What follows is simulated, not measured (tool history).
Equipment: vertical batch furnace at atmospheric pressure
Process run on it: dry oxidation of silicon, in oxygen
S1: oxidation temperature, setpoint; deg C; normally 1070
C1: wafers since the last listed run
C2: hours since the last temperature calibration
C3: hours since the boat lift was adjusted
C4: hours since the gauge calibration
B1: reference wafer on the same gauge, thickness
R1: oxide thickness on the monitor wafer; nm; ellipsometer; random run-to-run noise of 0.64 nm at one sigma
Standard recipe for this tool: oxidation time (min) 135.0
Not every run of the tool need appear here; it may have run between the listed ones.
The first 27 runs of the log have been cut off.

run 28 day=58.012 | S1=1076 oxidation_time_(min)=135.0 | C1=285 C2=417.7 C3=77.5 C4=370.1 | B1=200.16 | R1=178.47
run 29 day=60.779 | S1=1070 oxidation_time_(min)=135.0 | C1=468 C2=484.1 C3=143.9 C4=436.5 | B1=199.85 | R1=171.15
run 30 day=62.550 | S1=1091 oxidation_time_(min)=73.0 | C1=300 C2=526.6 C3=186.4 C4=479.0 | B1=200.00 | R1=135.03
run 31 day=66.417 | S1=1047 oxidation_time_(min)=94.5 | C1=655 C2=619.4 C3=279.2 C4=571.8 | B1=200.00 | R1=120.70
run 32 day=69.158 | S1=1081 oxidation_time_(min)=180.5 | C1=464 C2=685.2 C3=345.0 C4=637.6 | B1=199.87 | R1=216.93
run 33 day=71.979 | S1=1070 oxidation_time_(min)=104.5 | C1=478 C2=752.9 C3=412.7 C4=705.3 | B1=199.96 | R1=146.57
run 34 day=73.454 | S1=1077 oxidation_time_(min)=77.5 | C1=249 C2=788.3 C3=448.1 C4=740.7 | B1=199.96 | R1=127.67
run 35 day=76.212 | S1=1070 oxidation_time_(min)=135.0 | C1=467 C2=854.5 C3=514.3 C4=806.9 | B1=199.96 | R1=170.69
run 36 day=77.404 | S1=1070 oxidation_time_(min)=135.0 | C1=201 C2=883.1 C3=542.9 C4=835.5 | B1=199.79 | R1=170.84
run 37 day=78.621 | S1=1090 oxidation_time_(min)=135.0 | C1=206 C2=912.3 C3=572.1 C4=864.7 | B1=200.05 | R1=194.50
run 38 day=79.704 | S1=1070 oxidation_time_(min)=100.0 | C1=183 C2=938.3 C3=598.1 C4=890.7 | B1=200.02 | R1=143.89

Alternative continuations, all from the tool just after run 38; predict every row:
run A day=79.954 | S1=1070 oxidation_time_(min)=135.0 | C1=42 C2=944.3 C3=604.1 C4=896.7 | B1=? | R1=?
run B day=79.954 | S1=1093 oxidation_time_(min)=135.0 | C1=42 C2=944.3 C3=604.1 C4=896.7 | B1=? | R1=?
run C day=79.954 | S1=1082 oxidation_time_(min)=135.0 | C1=42 C2=944.3 C3=604.1 C4=896.7 | B1=? | R1=?
run D day=79.954 | S1=1086 oxidation_time_(min)=105.5 | C1=42 C2=944.3 C3=604.1 C4=896.7 | B1=? | R1=?
run E day=79.954 | S1=1046 oxidation_time_(min)=93.5 | C1=42 C2=944.3 C3=604.1 C4=896.7 | B1=? | R1=?

run=A B1=200.04 R1=170.43
run=B B1=200.04 R1=195.79
run=C B1=200.04 R1=183.00
run=D B1=200.04 R1=162.07
run=E B1=200.04 R1=118.71
Without the tool's unlogged condition, the same runs would have read:
run=A R1=170.84
run=B R1=196.28
run=C R1=183.47
run=D R1=162.50
run=E R1=118.99
